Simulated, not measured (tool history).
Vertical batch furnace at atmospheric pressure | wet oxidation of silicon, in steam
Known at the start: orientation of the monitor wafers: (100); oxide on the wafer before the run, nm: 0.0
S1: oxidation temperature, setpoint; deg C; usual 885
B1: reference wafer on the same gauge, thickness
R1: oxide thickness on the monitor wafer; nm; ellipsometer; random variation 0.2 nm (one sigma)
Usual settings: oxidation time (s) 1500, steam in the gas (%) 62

Run 1, hour 0.0: usual settings but S1 894 deg C, oxidation time (s) 1320; B1 34.35. Result: R1 35.81 nm.
Run 2, hour 42.2: usual settings; B1 34.39. Result: R1 35.00 nm.
Run 3, hour 67.9: usual settings; B1 34.40. Result: R1 35.50 nm.
Run 4, hour 125.7: usual settings but oxidation time (s) 1200; B1 34.43. Result: R1 27.97 nm.
Run 5, hour 195.8: usual settings but oxidation time (s) 1200; B1 34.46. Result: R1 28.09 nm.
Run 6, hour 245.9: usual settings; B1 34.43. Result: R1 35.28 nm.
Run 7, hour 274.0: usual settings but S1 869 deg C; B1 34.34. Result: R1 26.77 nm.
Run 8, hour 321.0: usual settings but steam in the gas (%) 57; B1 34.41. Result: R1 32.45 nm.
Run 9, hour 375.0: usual settings but steam in the gas (%) 57; B1 34.40. Result: R1 32.50 nm.
Run 10, hour 412.0: usual settings but oxidation time (s) 1680; B1 34.40. Result: R1 39.22 nm.
At hour 439.1: gauge calibrated.
Run 11, hour 463.5: usual settings; B1 34.43. Result: R1 35.46 nm.
Run 12, hour 505.3: usual settings; B1 34.38. Result: R1 35.12 nm.
At hour 556.8: steam generator serviced.
Run 13, hour 557.3: usual settings but steam in the gas (%) 53; B1 34.41. Result: R1 31.54 nm.
Run 14, hour 608.5: usual settings but steam in the gas (%) 53; B1 34.37. Result: R1 31.81 nm.
Run 15, hour 643.8: usual settings but steam in the gas (%) 53; B1 34.39. Result: R1 31.43 nm.
Run 16, hour 686.3: usual settings; B1 34.36. Result: R1 36.95 nm.
Run 17, hour 712.0: usual settings but S1 865 deg C, oxidation time (s) 960; B1 34.41. Result: R1 16.57 nm.
At hour 771.7: thermocouples replaced and temperature profile calibrated.
Run 18, hour 772.2: usual settings but oxidation time (s) 960; B1 34.42. Result: R1 22.31 nm.
Run 19, hour 924.5: usual settings; B1 34.39. Result: R1 34.38 nm.
Run 20, hour 984.7: usual settings but S1 867 deg C, oxidation time (s) 2130, steam in the gas (%) 56; B1 34.43. Result: R1 31.95 nm.
Run 21, hour 1050.0: usual settings but S1 906 deg C, oxidation time (s) 1830, steam in the gas (%) 55; B1 34.40. Result: R1 52.14 nm.
Run 22, hour 1113.0: usual settings; B1 34.42. Result: R1 34.58 nm.
Run 23, hour 1164.1: usual settings but S1 875 deg C, oxidation time (s) 1740, steam in the gas (%) 51; B1 34.37. Result: R1 27.48 nm.
Run 24, hour 1191.2: usual settings but steam in the gas (%) 56; B1 34.45. Result: R1 31.16 nm.
Run 25, hour 1238.0: usual settings but S1 868 deg C, oxidation time (s) 1980, steam in the gas (%) 52; B1 34.42. Result: R1 28.28 nm.
Run 26, hour 1264.6: usual settings but S1 872 deg C, oxidation time (s) 2190, steam in the gas (%) 55; B1 34.42. Result: R1 35.20 nm.
Run 27, hour 1328.4: usual settings but oxidation time (s) 1260, steam in the gas (%) 67; B1 34.37. Result: R1 31.30 nm.
Run 28, hour 1396.8: usual settings; B1 34.38. Result: R1 34.19 nm.
Run 29, hour 1424.3: usual settings but oxidation time (s) 1200, steam in the gas (%) 65; B1 34.41. Result: R1 28.87 nm.
Run 30, hour 1460.7: usual settings but S1 907 deg C; B1 34.40. Result: R1 48.81 nm.
At hour 1465.3: gauge calibrated.
Run 31, hour 1493.8: usual settings but oxidation time (s) 1080, steam in the gas (%) 70; B1 34.40. Result: R1 28.03 nm.
Run 32, hour 1540.3: usual settings but S1 894 deg C, oxidation time (s) 2190, steam in the gas (%) 69; B1 34.43. Result: R1 63.95 nm.
Run 33, hour 1630.9: usual settings but S1 871 deg C, steam in the gas (%) 69; B1 34.42. Result: R1 30.16 nm.
Run 34, hour 1701.7: usual settings but S1 899 deg C, oxidation time (s) 1050, steam in the gas (%) 70; B1 34.37. Result: R1 34.60 nm.
Run 35, hour 1732.4: usual settings but steam in the gas (%) 56; B1 34.38. Result: R1 31.01 nm.
Run 36, hour 1796.9: usual settings but S1 903 deg C, oxidation time (s) 1260, steam in the gas (%) 51; B1 34.41. Result: R1 32.40 nm.
Run 37, hour 1822.4: usual settings but S1 903 deg C; B1 34.42. Result: R1 46.53 nm.

5 ways to go on from here, each from the tool as it stands after run 37. What would each give?
Run A, hour 1826.9: usual settings; B1 ?. Result: R1 ?.
Run B, hour 1826.9: usual settings but S1 874 deg C, oxidation time (s) 1170; B1 ?. Result: R1 ?.
Run C, hour 1826.9: usual settings but S1 909 deg C, oxidation time (s) 930, steam in the gas (%) 57; B1 ?. Result: R1 ?.
Run D, hour 1826.9: usual settings but S1 860 deg C, oxidation time (s) 1260, steam in the gas (%) 51; B1 ?. Result: R1 ?.
Run E, hour 1826.9: usual settings but S1 877 deg C, steam in the gas (%) 67; B1 ?. Result: R1 ?.

run     B1     R1
  A  34.43  34.34
  B  34.43  22.25
  C  34.43  29.32
  D  34.43  15.37
  E  34.43  32.29
Without the tool's hidden state the same runs would have given:
run     R1
  A  33.86
  B  21.92
  C  29.01
  D  15.12
  E  31.83
